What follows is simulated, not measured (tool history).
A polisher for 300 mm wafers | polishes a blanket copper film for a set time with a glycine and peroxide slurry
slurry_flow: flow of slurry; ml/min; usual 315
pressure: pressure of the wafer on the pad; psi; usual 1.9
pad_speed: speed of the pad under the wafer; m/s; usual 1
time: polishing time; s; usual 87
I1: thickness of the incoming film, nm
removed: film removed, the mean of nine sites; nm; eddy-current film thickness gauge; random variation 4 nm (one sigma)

Run 1, day 0: usual settings but time 97 s; I1 1826.7. Result: removed 455 nm.
At day 2.067: head pressure recalibrated.
Run 2, day 2.617: usual settings but time 97 s; I1 1833.3. Result: removed 423.4 nm.
Run 3, day 4.896: usual settings but time 97 s; I1 1827.3. Result: removed 423.8 nm.
Run 4, day 6.925: usual settings; I1 1831. Result: removed 370.9 nm.
Run 5, day 9.208: usual settings; I1 1819. Result: removed 391.1 nm.
Run 6, day 11.508: usual settings; I1 1852.8. Result: removed 381.6 nm.
At day 12.625: worn pad replaced by a new one.
Run 7, day 13.958: usual settings but pad_speed 0.76 m/s; I1 1808.6. Result: removed 313.1 nm.
Run 8, day 17.054: usual settings but pad_speed 0.76 m/s; I1 1843.1. Result: removed 314.2 nm.
Run 9, day 20.154: usual settings; I1 1800.4. Result: removed 389.3 nm.
Run 10, day 23.671: usual settings; I1 1831.1. Result: removed 386.7 nm.
Run 11, day 27.279: usual settings; I1 1828.1. Result: removed 394.6 nm.
At day 29.296: worn pad replaced by a new one.
Run 12, day 31.558: usual settings; I1 1794.5. Result: removed 405.1 nm.
At day 31.858: slurry nozzle cleaned.
At day 35.121: head pressure recalibrated.
Run 13, day 35.917: usual settings but pressure 2.4 psi; I1 1823.7. Result: removed 455.7 nm.
Run 14, day 37.638: usual settings but pressure 2.4 psi; I1 1828.5. Result: removed 455.7 nm.
Run 15, day 39.288: usual settings but time 70 s; I1 1828. Result: removed 306.8 nm.
At day 43.379: worn pad replaced by a new one.
Run 16, day 43.667: usual settings but pad_speed 0.88 m/s, time 98 s; I1 1833.8. Result: removed 388.7 nm.
Run 17, day 46.225: usual settings but slurry_flow 210 ml/min, pressure 2.4 psi; I1 1837.4. Result: removed 426.7 nm.
Run 18, day 50.033: usual settings; I1 1872.7. Result: removed 392.7 nm.
Run 19, day 53.446: usual settings; I1 1821.8. Result: removed 389 nm.
Run 20, day 56.196: usual settings; I1 1864.4. Result: removed 387.4 nm.
Run 21, day 59.808: usual settings but slurry_flow 365 ml/min, pressure 2.4 psi, pad_speed 1.24 m/s, time 95 s; I1 1859.2. Result: removed 632.2 nm.
At day 60.367: worn pad replaced by a new one.
Run 22, day 61.617: usual settings but pad_speed 0.72 m/s, time 102 s; I1 1805.7. Result: removed 360.2 nm.
Run 23, day 65.262: usual settings; I1 1847.9. Result: removed 401.6 nm.
Run 24, day 67.479: usual settings but pressure 2.6 psi, pad_speed 0.88 m/s, time 73 s; I1 1839.3. Result: removed 400.3 nm.
At day 70.292: slurry nozzle cleaned.
Run 25, day 70.375: usual settings but pad_speed 1.18 m/s, time 76 s; I1 1847. Result: removed 409.9 nm.
Run 26, day 72.233: usual settings but slurry_flow 245 ml/min; I1 1828.1. Result: removed 400.1 nm.
Run 27, day 74.088: usual settings but slurry_flow 245 ml/min, time 108 s; I1 1815.7. Result: removed 501.3 nm.
At day 75.629: worn pad replaced by a new one.
Run 28, day 75.704: usual settings but slurry_flow 260 ml/min, pad_speed 0.72 m/s; I1 1838.3. Result: removed 314.5 nm.

What the log doesn't show, run by run:
removal rate lost through wear of the pad, %: 0 in every run
slurry flow missing at the pad, %: 0 in every run
H1: deviation of the head's pressure from its setpoint, %
run     H1
  1   10.2
  2  0.745
  3  0.805
  4  0.926
  5   1.14
  6   1.44
  7   1.84
  8   2.49
  9   3.29
 10   4.38
 11   5.69
 12   7.51
 13  0.714
 14  0.758
 15  0.844
 16   1.28
 17   1.67
 18   2.44
 19   3.32
 20   4.17
 21   5.45
 22   6.17
 23   7.78
 24   8.86
 25   10.4
 26   11.4
 27   12.5
 28   13.5
